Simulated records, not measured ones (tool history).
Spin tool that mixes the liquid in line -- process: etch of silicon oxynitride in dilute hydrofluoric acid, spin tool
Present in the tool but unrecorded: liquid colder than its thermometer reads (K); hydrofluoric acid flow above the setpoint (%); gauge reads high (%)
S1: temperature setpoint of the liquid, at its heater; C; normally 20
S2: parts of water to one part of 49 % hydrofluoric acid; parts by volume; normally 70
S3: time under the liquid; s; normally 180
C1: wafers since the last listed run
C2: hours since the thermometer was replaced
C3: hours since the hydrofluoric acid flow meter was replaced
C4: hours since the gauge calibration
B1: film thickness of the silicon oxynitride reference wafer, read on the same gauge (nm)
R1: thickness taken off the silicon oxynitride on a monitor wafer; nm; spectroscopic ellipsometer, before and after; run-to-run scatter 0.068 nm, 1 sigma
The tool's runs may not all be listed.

run    hour    S1   S2   S3   C1      C2      C3     C4      B1     R1
  1       0    20   70  180    0   621.5   862.6  270.1  140.03  10.33
  2    40.9    20   70  180  256   662.4   903.5    311  140.01  10.31
  3   106.5    20   70  180  412     728   969.1  376.6  139.99  10.51
  4   167.4    20   70  180  382   788.9    1030  437.5  140.04  10.38
  5   199.5    22   45  180  201     821  1062.1  469.6  139.95  18.27
  6   267.5    22   45  180  427     889  1130.1  537.6  139.96  18.31
  7   327.3    20   70  180  375   948.8  1189.9  597.4  139.98  10.48
  8   357.3    20   70  180  188   978.8  1219.9  627.4  139.98  10.48
  9   414.3  21.5   70  180  358  1035.8  1276.9  684.4  139.97  11.42
 10   470.6  21.5   70  180  353  1092.1  1333.2  740.7  139.99  11.52
      513.1  -- gauge calibrated
 11   584.3  22.5   40  180  714  1205.8  1446.9   71.2     140  21.52
 12   610.8  22.5   40  180  166  1232.3  1473.4   97.7  140.03  21.56
 13   664.1  17.5   85  260  334  1285.6  1526.7    151  140.02  10.91
 14   734.2    20  105  180  440  1355.7  1596.8  221.1  140.03   6.99
      764.3  -- thermometer replaced
 15   770.1    17   55  285  219     5.8  1632.7    257  140.01  18.87
      802.5  -- hydrofluoric acid flow meter replaced
 16   824.1    20   90  240  332    59.8    21.6    311  140.07  10.29
 17   893.9    20   70  260  438   129.6    91.4  380.8     140  14.46
 18   937.6    20   70  215  274   173.3   135.1  424.5  139.99  12.13
 19   992.7    20   70  180  346   228.4   190.2  479.6  140.02  10.05
 20  1017.3    18   95  210  154     253   214.8  504.2  139.96   7.69
 21  1085.5    20   70  255  428   321.2     283  572.4  139.98  14.54
 22  1154.7    17   55  285  434   390.4   352.2  641.6  140.01  17.92
     1158.7  -- gauge calibrated
 23  1214.6    20   60  100  376   450.3   412.1   55.9  140.01   6.66
 24  1254.5    20   55  180  250   490.2     452   95.8     140  13.05

4 ways to go on from here, each from the tool as it stands after run 24. What would each give?
  A  1255    25   70  180   3  490.7  452.5  96.3   ?   ?
  B  1255  17.5   80  180   3  490.7  452.5  96.3   ?   ?
  C  1255    20  100  130   3  490.7  452.5  96.3   ?   ?
  D  1255  23.5   70  110   3  490.7  452.5  96.3   ?   ?

run      B1     R1
  A  139.99  13.17
  B  139.99   7.91
  C  139.99   5.11
  D  139.99   7.49
Had the tool no hidden state, the same runs would have come out as:
run     R1
  A  12.88
  B   7.74
  C   4.99
  D   7.32
